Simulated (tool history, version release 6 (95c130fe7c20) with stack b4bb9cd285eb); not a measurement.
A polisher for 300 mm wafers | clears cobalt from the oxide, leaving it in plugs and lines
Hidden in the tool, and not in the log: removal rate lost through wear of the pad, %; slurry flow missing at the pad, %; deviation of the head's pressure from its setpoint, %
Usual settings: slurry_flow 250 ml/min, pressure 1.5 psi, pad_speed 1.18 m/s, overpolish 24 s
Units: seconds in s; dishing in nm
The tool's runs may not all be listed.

run	hour	slurry_flow	pressure	pad_speed	overpolish	wafers since the last listed run	wafers polished on this pad	hours since the slurry nozzle was cleaned	hours since the head pressure was calibrated	incoming thickness of the incoming film, nm	seconds	dishing
1	0.0	180	1.5	1.18	24	0	728	445.5	371.3	256.6	56.4	28.2
2	27.5	250	1.5	1.18	24	299	1027	473.0	398.8	261.8	55.3	28.1
3	65.7	250	1.5	1.18	24	416	1444	511.2	437.0	260.6	55.3	29.5
# hour 93.9: slurry nozzle cleaned
4	99.7	250	1.5	1.18	24	359	1803	5.8	471.0	260.2	53.2	28.6
5	135.5	250	1.5	1.18	14	390	2193	41.6	506.8	258.3	53.8	26.1
6	153.3	250	1.5	1.18	24	193	2387	59.4	524.6	259.7	54.8	28.8
7	170.9	250	1.5	1.18	24	191	2579	77.0	542.2	257.4	53.5	28.4
# hour 177.2: worn pad replaced by a new one
8	191.2	250	1.5	1.18	24	177	152	97.3	562.5	258.1	54.1	28.6
9	218.0	250	1.5	0.94	24	292	444	124.1	589.3	259.6	63.8	28.0
# hour 228.4: head pressure recalibrated
10	243.1	250	1.5	1.18	24	251	696	149.2	14.7	257.5	54.1	27.5
11	255.7	250	1.5	1.18	24	137	833	161.8	27.3	255.2	53.6	29.1
12	291.1	250	1.5	1.18	24	385	1219	197.2	62.7	264.1	55.2	28.4
13	304.4	185	1.2	1.18	24	144	1364	210.5	76.0	262.2	66.2	27.6
14	332.4	250	1.4	1.18	13	305	1669	238.5	104.0	256.7	56.7	25.2
15	353.7	250	1.5	1.18	29	232	1901	259.8	125.3	264.6	55.2	29.0
# hour 382.5: worn pad replaced by a new one
16	388.5	250	1.5	1.18	14	335	65	294.6	160.1	260.7	55.2	24.4
17	409.9	175	1.1	1.18	15	233	298	316.0	181.5	261.4	70.1	25.1

The next listed run, before its measurement:
18	427.2	250	1.5	1.18	28	188	487	333.3	198.8	261.7	?	?

seconds: 55.2 s
dishing: 29.3 nm
Without the tool's hidden state the same run would have given seconds 53.7 s, dishing 29.4 nm.

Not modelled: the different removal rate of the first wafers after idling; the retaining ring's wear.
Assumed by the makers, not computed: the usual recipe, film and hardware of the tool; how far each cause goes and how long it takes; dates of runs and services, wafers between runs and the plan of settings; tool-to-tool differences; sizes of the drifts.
